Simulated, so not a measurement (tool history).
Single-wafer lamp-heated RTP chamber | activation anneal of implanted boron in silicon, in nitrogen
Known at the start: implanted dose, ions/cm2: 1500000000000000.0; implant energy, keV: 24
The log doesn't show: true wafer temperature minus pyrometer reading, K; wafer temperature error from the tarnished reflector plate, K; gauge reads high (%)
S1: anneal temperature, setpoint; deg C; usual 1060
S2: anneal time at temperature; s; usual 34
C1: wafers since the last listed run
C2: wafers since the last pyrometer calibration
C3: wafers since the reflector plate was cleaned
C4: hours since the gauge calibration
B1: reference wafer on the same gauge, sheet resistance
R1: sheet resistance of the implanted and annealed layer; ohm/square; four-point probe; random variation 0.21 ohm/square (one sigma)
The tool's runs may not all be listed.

Run 1, hour 0.0: usual settings but S1 1070 deg C, S2 46 s; C1 0; C2 4636; C3 1481; C4 762.3; B1 72.69. Result: R1 83.94 ohm/square.
Run 2, hour 42.3: usual settings but S1 1070 deg C, S2 46 s; C1 519; C2 5155; C3 2000; C4 804.6; B1 72.68. Result: R1 84.40 ohm/square.
Run 3, hour 85.7: usual settings but S1 1045 deg C; C1 532; C2 5688; C3 2533; C4 848.0; B1 72.70. Result: R1 86.98 ohm/square.
Run 4, hour 142.1: usual settings but S1 1045 deg C; C1 692; C2 6380; C3 3225; C4 904.4; B1 72.69. Result: R1 87.05 ohm/square.
At hour 159.6: gauge calibrated.
Run 5, hour 204.5: usual settings but S2 28 s; C1 765; C2 7146; C3 3991; C4 44.9; B1 72.74. Result: R1 85.70 ohm/square.
Run 6, hour 238.0: usual settings but S2 28 s; C1 411; C2 7557; C3 4402; C4 78.4; B1 72.70. Result: R1 85.88 ohm/square.
At hour 317.7: pyrometer window cleaned and pyrometer calibrated.
At hour 334.3: reflector plate cleaned.
Run 7, hour 374.6: usual settings; C1 1480; C2 600; C3 494; C4 215.0; B1 72.70. Result: R1 85.62 ohm/square.
Run 8, hour 409.4: usual settings but S1 1038 deg C, S2 39 s; C1 427; C2 1027; C3 921; C4 249.8; B1 72.73. Result: R1 87.36 ohm/square.
Run 9, hour 547.8: usual settings but S1 1038 deg C, S2 39 s; C1 1698; C2 2725; C3 2620; C4 388.2; B1 72.72. Result: R1 87.37 ohm/square.
Run 10, hour 603.4: usual settings but S1 1038 deg C, S2 39 s; C1 682; C2 3408; C3 3302; C4 443.8; B1 72.71. Result: R1 87.56 ohm/square.
Run 11, hour 630.8: usual settings; C1 336; C2 3744; C3 3639; C4 471.2; B1 72.74. Result: R1 85.44 ohm/square.
Run 12, hour 666.9: usual settings but S1 1046 deg C; C1 443; C2 4187; C3 4082; C4 507.3; B1 72.71. Result: R1 87.10 ohm/square.
Run 13, hour 712.1: usual settings but S1 1071 deg C, S2 20 s; C1 554; C2 4742; C3 4636; C4 552.5; B1 72.68. Result: R1 85.62 ohm/square.
Run 14, hour 761.9: usual settings; C1 611; C2 5353; C3 5248; C4 602.3; B1 72.75. Result: R1 85.84 ohm/square.
Run 15, hour 801.1: usual settings; C1 481; C2 5834; C3 5729; C4 641.5; B1 72.69. Result: R1 85.19 ohm/square.
At hour 869.9: reflector plate cleaned.
Run 16, hour 946.0: usual settings but S1 1046 deg C, S2 52 s; C1 1680; C2 7514; C3 934; C4 786.4; B1 72.72. Result: R1 85.39 ohm/square.
At hour 972.4: pyrometer window cleaned and pyrometer calibrated.
Run 17, hour 1004.7: usual settings but S1 1041 deg C, S2 47 s; C1 622; C2 396; C3 1556; C4 845.1; B1 72.73. Result: R1 86.77 ohm/square.
At hour 1054.6: gauge calibrated.
Run 18, hour 1071.5: usual settings; C1 819; C2 1216; C3 2376; C4 16.9; B1 72.75. Result: R1 85.27 ohm/square.
Run 19, hour 1110.9: usual settings but S1 1085 deg C, S2 18 s; C1 483; C2 1700; C3 2860; C4 56.3; B1 72.66. Result: R1 85.41 ohm/square.
Run 20, hour 1146.9: usual settings; C1 441; C2 2142; C3 3301; C4 92.3; B1 72.73. Result: R1 85.22 ohm/square.
Run 21, hour 1214.4: usual settings but S1 1045 deg C, S2 21 s; C1 828; C2 2970; C3 4130; C4 159.8; B1 72.70. Result: R1 87.86 ohm/square.
At hour 1281.6: reflector plate cleaned.
Run 22, hour 1310.9: usual settings but S2 23 s; C1 1086; C2 4056; C3 359; C4 256.3; B1 72.71. Result: R1 86.43 ohm/square.
Run 23, hour 1352.9: usual settings but S1 1032 deg C, S2 46 s; C1 515; C2 4572; C3 875; C4 298.3; B1 72.67. Result: R1 87.39 ohm/square.
Run 24, hour 1396.9: usual settings but S1 1050 deg C, S2 42 s; C1 540; C2 5112; C3 1415; C4 342.3; B1 72.70. Result: R1 85.97 ohm/square.

The tool's hidden state at each run:
true wafer temperature minus pyrometer reading, K: 0 in every run
wafer temperature error from the tarnished reflector plate, K: 0 in every run
gauge reads high (%): 0 in every run

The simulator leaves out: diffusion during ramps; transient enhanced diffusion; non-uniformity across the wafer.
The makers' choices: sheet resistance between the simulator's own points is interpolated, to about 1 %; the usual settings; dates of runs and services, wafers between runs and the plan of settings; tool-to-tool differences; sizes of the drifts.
